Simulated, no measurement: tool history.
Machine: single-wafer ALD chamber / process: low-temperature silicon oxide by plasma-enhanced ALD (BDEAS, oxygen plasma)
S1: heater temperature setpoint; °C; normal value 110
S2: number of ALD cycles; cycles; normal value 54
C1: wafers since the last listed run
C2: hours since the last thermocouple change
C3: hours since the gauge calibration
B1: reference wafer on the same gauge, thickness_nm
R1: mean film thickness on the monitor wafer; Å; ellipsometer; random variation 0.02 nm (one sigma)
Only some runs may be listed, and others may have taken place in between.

run,day,S1,S2,C1,C2,C3,B1,R1
1,0,121,57,0,383.4,387.5,7.23,83.5
2,1.846,121,57,297,427.7,431.8,7.228,83.69
3,3.525,110,54,270,468,472.1,7.227,81.01
4,6.1,118,54,415,529.8,533.9,7.23,79.66
5,7.162,110,59,171,555.3,559.4,7.23,88.53
6,9.112,110,59,314,602.1,606.2,7.231,89.06
7,10.667,110,54,250,639.4,643.5,7.227,81.25
8,12.175,110,54,243,675.6,679.7,7.231,81.44
9,13.512,110,54,215,707.7,711.8,7.225,81.14
10,17.408,120,54,628,801.2,805.3,7.229,79.3
11,19.667,120,54,364,855.4,859.5,7.229,79.53
12,21.029,120,54,219,888.1,892.2,7.228,79.7
13,22.483,110,54,234,923,927.1,7.232,81.15
14,25.208,110,54,439,988.4,992.5,7.231,81.07
15,26.604,102,46,225,1021.9,1026,7.229,71.33
16,28.617,117,49,324,1070.2,1074.3,7.224,72.69
# day 34.404: thermocouple changed; heater temperature recalibrated
17,37.492,98,65,1378,74.1,1287.3,7.227,100.11
18,39.325,110,60,295,118.1,1331.3,7.23,89.76
19,42.017,110,54,434,182.7,1395.9,7.225,80.71
20,44.071,98,59,331,232,1445.2,7.225,91.74
# day 44.475: gauge calibrated
21,46.983,101,45,470,301.9,60.2,7.235,69.32
22,53.004,120,49,971,446.4,204.7,7.232,72.14
23,55.85,110,46,459,514.7,273,7.229,69.13
24,56.862,110,54,163,539,297.3,7.229,81.08
25,58.188,110,54,213,570.8,329.1,7.229,80.9
26,59.488,110,54,209,602,360.3,7.227,81.22
27,62.275,118,46,449,668.9,427.2,7.229,68.17
28,63.45,110,54,189,697.1,455.4,7.234,81.03
29,64.612,117,63,187,725,483.3,7.234,93.35

Some steps in R1, run to run, broken into two amounts with sign: the step expected even without the hidden condition (settings, incoming material, random variation), and the rest, left for the hidden condition together with whatever gauge scatter is not in both the measured and the hidden-condition-free result:
Unlogged tool condition in this case: wafer temperature above the value expected at the setpoint (K); gauge reads high (%).
Run 15 -> 16: S1 102 -> 117, S2 46 -> 49. R1 +1.36 Å: hidden state -0.66, all else +2.02.
Run 16 -> 17: S1 117 -> 98, S2 49 -> 65, thermocouple changed; heater temperature recalibrated. R1 +27.42 Å: hidden state -0.46, all else +27.88.
Run 19 -> 20: S1 110 -> 98, S2 54 -> 59. R1 +11.03 Å: hidden state +0.63, all else +10.4.
Run 20 -> 21: S1 98 -> 101, S2 59 -> 45, gauge calibrated. R1 -22.42 Å: hidden state -0.07, all else -22.35.
